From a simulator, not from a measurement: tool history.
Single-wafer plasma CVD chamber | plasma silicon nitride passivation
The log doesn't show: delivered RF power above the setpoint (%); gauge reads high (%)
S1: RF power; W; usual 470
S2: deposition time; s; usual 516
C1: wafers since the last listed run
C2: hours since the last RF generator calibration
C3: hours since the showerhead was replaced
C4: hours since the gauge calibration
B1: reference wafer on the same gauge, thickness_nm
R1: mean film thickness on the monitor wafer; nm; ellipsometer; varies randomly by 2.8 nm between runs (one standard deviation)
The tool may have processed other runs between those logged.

{"run": 1, "hour": 0.0, "S1": 530, "S2": 489, "C1": 0, "C2": 1219.1, "C3": 2969.6, "C4": 118.3, "B1": 795.197, "R1": 688.677}
{"run": 2, "hour": 34.7, "S1": 530, "S2": 489, "C1": 158, "C2": 1253.8, "C3": 3004.3, "C4": 153, "B1": 794.636, "R1": 691.437}
{"run": 3, "hour": 67.6, "S1": 410, "S2": 487, "C1": 150, "C2": 1286.7, "C3": 3037.2, "C4": 185.9, "B1": 794.468, "R1": 622.699}
{"run": 4, "hour": 94.7, "S1": 470, "S2": 440, "C1": 124, "C2": 1313.8, "C3": 3064.3, "C4": 213, "B1": 794.897, "R1": 589.172}
{"run": 5, "hour": 121.4, "S1": 470, "S2": 440, "C1": 122, "C2": 1340.5, "C3": 3091, "C4": 239.7, "B1": 795.134, "R1": 588.598}
{"run": 6, "hour": 135.9, "S1": 470, "S2": 440, "C1": 66, "C2": 1355, "C3": 3105.5, "C4": 254.2, "B1": 794.187, "R1": 590.883}
{"run": 7, "hour": 168.1, "S1": 470, "S2": 516, "C1": 147, "C2": 1387.2, "C3": 3137.7, "C4": 286.4, "B1": 794.822, "R1": 693.848}
{"run": 8, "hour": 236.3, "S1": 470, "S2": 516, "C1": 312, "C2": 1455.4, "C3": 3205.9, "C4": 354.6, "B1": 795.151, "R1": 690.428}
{"run": 9, "hour": 270.5, "S1": 470, "S2": 516, "C1": 156, "C2": 1489.6, "C3": 3240.1, "C4": 388.8, "B1": 795.041, "R1": 692.14}
{"run": 10, "hour": 288.3, "S1": 540, "S2": 516, "C1": 81, "C2": 1507.4, "C3": 3257.9, "C4": 406.6, "B1": 794.798, "R1": 724.198}
{"run": 11, "hour": 306.7, "S1": 540, "S2": 516, "C1": 84, "C2": 1525.8, "C3": 3276.3, "C4": 425, "B1": 794.968, "R1": 726.015}
{"hour": 324.0, "done": "showerhead replaced"}
{"run": 12, "hour": 361.8, "S1": 470, "S2": 516, "C1": 215, "C2": 1580.9, "C3": 37.8, "C4": 480.1, "B1": 794.457, "R1": 689.706}
{"hour": 387.9, "done": "RF generator calibrated"}
{"run": 13, "hour": 388.3, "S1": 435, "S2": 574, "C1": 84, "C2": 0.4, "C3": 64.3, "C4": 506.6, "B1": 795.456, "R1": 725.036}
{"run": 14, "hour": 403.7, "S1": 435, "S2": 574, "C1": 70, "C2": 15.8, "C3": 79.7, "C4": 522, "B1": 795.098, "R1": 732.889}
{"run": 15, "hour": 436.2, "S1": 435, "S2": 574, "C1": 148, "C2": 48.3, "C3": 112.2, "C4": 554.5, "B1": 794.525, "R1": 725.15}
{"run": 16, "hour": 461.4, "S1": 470, "S2": 516, "C1": 115, "C2": 73.5, "C3": 137.4, "C4": 579.7, "B1": 794.987, "R1": 672.666}
{"run": 17, "hour": 494.0, "S1": 560, "S2": 453, "C1": 149, "C2": 106.1, "C3": 170, "C4": 612.3, "B1": 795.532, "R1": 633.326}
{"run": 18, "hour": 527.2, "S1": 470, "S2": 611, "C1": 151, "C2": 139.3, "C3": 203.2, "C4": 645.5, "B1": 795.319, "R1": 798.361}
{"hour": 544.4, "done": "RF generator calibrated, repeated, since the last time left the tool worse"}
{"run": 19, "hour": 551.6, "S1": 405, "S2": 423, "C1": 75, "C2": 7.2, "C3": 227.6, "C4": 669.9, "B1": 795.587, "R1": 544.407}
{"run": 20, "hour": 585.5, "S1": 470, "S2": 601, "C1": 155, "C2": 41.1, "C3": 261.5, "C4": 703.8, "B1": 794.16, "R1": 820.239}
{"run": 21, "hour": 606.0, "S1": 430, "S2": 577, "C1": 93, "C2": 61.6, "C3": 282, "C4": 724.3, "B1": 795.557, "R1": 761.067}
{"run": 22, "hour": 633.4, "S1": 550, "S2": 603, "C1": 125, "C2": 89, "C3": 309.4, "C4": 751.7, "B1": 794.593, "R1": 866.293}
{"hour": 642.0, "done": "gauge calibrated"}
{"run": 23, "hour": 658.9, "S1": 395, "S2": 583, "C1": 116, "C2": 114.5, "C3": 334.9, "C4": 16.9, "B1": 795.295, "R1": 731.056}
{"run": 24, "hour": 685.7, "S1": 470, "S2": 440, "C1": 122, "C2": 141.3, "C3": 361.7, "C4": 43.7, "B1": 794.695, "R1": 599.47}
{"run": 25, "hour": 707.5, "S1": 470, "S2": 516, "C1": 99, "C2": 163.1, "C3": 383.5, "C4": 65.5, "B1": 795.244, "R1": 706.286}
{"run": 26, "hour": 741.9, "S1": 500, "S2": 516, "C1": 157, "C2": 197.5, "C3": 417.9, "C4": 99.9, "B1": 794.537, "R1": 717.352}
{"run": 27, "hour": 756.1, "S1": 470, "S2": 516, "C1": 64, "C2": 211.7, "C3": 432.1, "C4": 114.1, "B1": 794.494, "R1": 702.91}
{"run": 28, "hour": 778.7, "S1": 525, "S2": 434, "C1": 103, "C2": 234.3, "C3": 454.7, "C4": 136.7, "B1": 795.076, "R1": 616.625}
{"run": 29, "hour": 791.6, "S1": 420, "S2": 460, "C1": 59, "C2": 247.2, "C3": 467.6, "C4": 149.6, "B1": 794.71, "R1": 595.406}
{"run": 30, "hour": 809.0, "S1": 525, "S2": 441, "C1": 79, "C2": 264.6, "C3": 485, "C4": 167, "B1": 795.003, "R1": 624.877}
{"run": 31, "hour": 830.2, "S1": 470, "S2": 516, "C1": 97, "C2": 285.8, "C3": 506.2, "C4": 188.2, "B1": 795.228, "R1": 701.878}
{"run": 32, "hour": 860.3, "S1": 545, "S2": 437, "C1": 137, "C2": 315.9, "C3": 536.3, "C4": 218.3, "B1": 795.334, "R1": 629.909}

Each row is a separate what-if for the run after 32, all from the same tool condition, not one after another. Results?
{"run": "A", "hour": 860.8, "S1": 470, "S2": 516, "C1": 2, "C2": 316.4, "C3": 536.8, "C4": 218.8, "B1": "?", "R1": "?"}
{"run": "B", "hour": 860.8, "S1": 470, "S2": 476, "C1": 2, "C2": 316.4, "C3": 536.8, "C4": 218.8, "B1": "?", "R1": "?"}
{"run": "C", "hour": 860.8, "S1": 525, "S2": 419, "C1": 2, "C2": 316.4, "C3": 536.8, "C4": 218.8, "B1": "?", "R1": "?"}
{"run": "D", "hour": 860.8, "S1": 410, "S2": 445, "C1": 2, "C2": 316.4, "C3": 536.8, "C4": 218.8, "B1": "?", "R1": "?"}

run=A B1=795.659 R1=701.318
run=B B1=795.659 R1=646.952
run=C B1=795.659 R1=595.169
run=D B1=795.659 R1=571.352
Without the tool's unlogged condition, the same runs would have read:
run=A R1=705.13
run=B R1=650.468
run=C R1=598.404
run=D R1=574.457
